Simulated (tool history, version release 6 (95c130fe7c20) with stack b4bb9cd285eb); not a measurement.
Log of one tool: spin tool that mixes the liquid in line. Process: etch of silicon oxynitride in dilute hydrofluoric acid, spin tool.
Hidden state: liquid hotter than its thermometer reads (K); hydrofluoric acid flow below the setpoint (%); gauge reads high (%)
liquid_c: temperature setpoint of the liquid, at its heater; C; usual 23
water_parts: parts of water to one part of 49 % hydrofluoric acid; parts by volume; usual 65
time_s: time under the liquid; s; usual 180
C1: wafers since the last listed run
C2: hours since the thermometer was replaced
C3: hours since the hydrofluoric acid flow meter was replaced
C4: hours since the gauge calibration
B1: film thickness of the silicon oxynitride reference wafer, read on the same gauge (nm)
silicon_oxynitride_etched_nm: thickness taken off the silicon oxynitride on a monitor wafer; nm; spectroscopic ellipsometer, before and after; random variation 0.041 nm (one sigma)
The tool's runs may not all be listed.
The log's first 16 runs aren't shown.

Run 17, hour 1220.7: usual settings but time_s 80 s; C1 766; C2 1980.7; C3 1092.8; C4 403.7; B1 79.96. Result: silicon_oxynitride_etched_nm 3.92 nm.
Run 18, hour 1291.5: usual settings but liquid_c 20 C, water_parts 75 parts by volume, time_s 80 s; C1 699; C2 2051.5; C3 1163.6; C4 474.5; B1 79.97. Result: silicon_oxynitride_etched_nm 2.96 nm.
Run 19, hour 1350.4: usual settings but liquid_c 20.5 C, time_s 90 s; C1 582; C2 2110.4; C3 1222.5; C4 533.4; B1 80. Result: silicon_oxynitride_etched_nm 3.97 nm.
Run 20, hour 1390.1: usual settings but liquid_c 18.5 C, time_s 275 s; C1 392; C2 2150.1; C3 1262.2; C4 573.1; B1 79.98. Result: silicon_oxynitride_etched_nm 11.01 nm.
At hour 1399.6: hydrofluoric acid flow meter replaced.
At hour 1403: thermometer replaced.
Run 21, hour 1426.9: usual settings but liquid_c 27 C, water_parts 55 parts by volume, time_s 120 s; C1 344; C2 23.9; C3 27.3; C4 609.9; B1 80. Result: silicon_oxynitride_etched_nm 8.11 nm.
Run 22, hour 1510: usual settings; C1 821; C2 107; C3 110.4; C4 693; B1 79.97. Result: silicon_oxynitride_etched_nm 8.43 nm.
Run 23, hour 1595.2: usual settings but liquid_c 28 C; C1 842; C2 192.2; C3 195.6; C4 778.2; B1 80.01. Result: silicon_oxynitride_etched_nm 10.67 nm.
Run 24, hour 1686.1: usual settings but time_s 105 s; C1 898; C2 283.1; C3 286.5; C4 869.1; B1 80.01. Result: silicon_oxynitride_etched_nm 4.92 nm.
Run 25, hour 1769.9: usual settings; C1 828; C2 366.9; C3 370.3; C4 952.9; B1 80.02. Result: silicon_oxynitride_etched_nm 8.54 nm.
Run 26, hour 1854.5: usual settings but water_parts 40 parts by volume, time_s 285 s; C1 836; C2 451.5; C3 454.9; C4 1037.5; B1 79.98. Result: silicon_oxynitride_etched_nm 22.43 nm.
Run 27, hour 1960.6: usual settings but water_parts 80 parts by volume, time_s 135 s; C1 1048; C2 557.6; C3 561; C4 1143.6; B1 80.02. Result: silicon_oxynitride_etched_nm 5.15 nm.
Run 28, hour 2051.3: usual settings but liquid_c 20.5 C, water_parts 50 parts by volume, time_s 220 s; C1 896; C2 648.3; C3 651.7; C4 1234.3; B1 79.98. Result: silicon_oxynitride_etched_nm 12.13 nm.
Run 29, hour 2096.9: usual settings; C1 450; C2 693.9; C3 697.3; C4 1279.9; B1 79.97. Result: silicon_oxynitride_etched_nm 8.52 nm.
Run 30, hour 2187: usual settings; C1 890; C2 784; C3 787.4; C4 1370; B1 79.97. Result: silicon_oxynitride_etched_nm 8.57 nm.
Run 31, hour 2278.8: usual settings but liquid_c 25.5 C, time_s 220 s; C1 907; C2 875.8; C3 879.2; C4 1461.8; B1 79.98. Result: silicon_oxynitride_etched_nm 11.84 nm.
Run 32, hour 2336.4: usual settings but liquid_c 26.5 C, water_parts 90 parts by volume; C1 569; C2 933.4; C3 936.8; C4 1519.4; B1 79.99. Result: silicon_oxynitride_etched_nm 7.24 nm.

Forecast each of these 5 alternatives for the next run:
Run A, hour 2336.9: usual settings but water_parts 45 parts by volume; C1 4; C2 933.9; C3 937.3; C4 1519.9; B1 ?. Result: silicon_oxynitride_etched_nm ?.
Run B, hour 2336.9: usual settings but liquid_c 26 C, water_parts 50 parts by volume, time_s 280 s; C1 4; C2 933.9; C3 937.3; C4 1519.9; B1 ?. Result: silicon_oxynitride_etched_nm ?.
Run C, hour 2336.9: usual settings but time_s 150 s; C1 4; C2 933.9; C3 937.3; C4 1519.9; B1 ?. Result: silicon_oxynitride_etched_nm ?.
Run D, hour 2336.9: usual settings but water_parts 80 parts by volume, time_s 275 s; C1 4; C2 933.9; C3 937.3; C4 1519.9; B1 ?. Result: silicon_oxynitride_etched_nm ?.
Run E, hour 2336.9: usual settings but time_s 235 s; C1 4; C2 933.9; C3 937.3; C4 1519.9; B1 ?. Result: silicon_oxynitride_etched_nm ?.

run     B1  silicon_oxynitride_etched_nm
  A  79.96                         12.81
  B  79.96                         20.65
  C  79.96                          7.27
  D  79.96                          10.7
  E  79.96                         11.39
Without the tool's hidden state the same runs would have given:
run  silicon_oxynitride_etched_nm
  A                         12.39
  B                            20
  C                          7.04
  D                         10.36
  E                         11.03
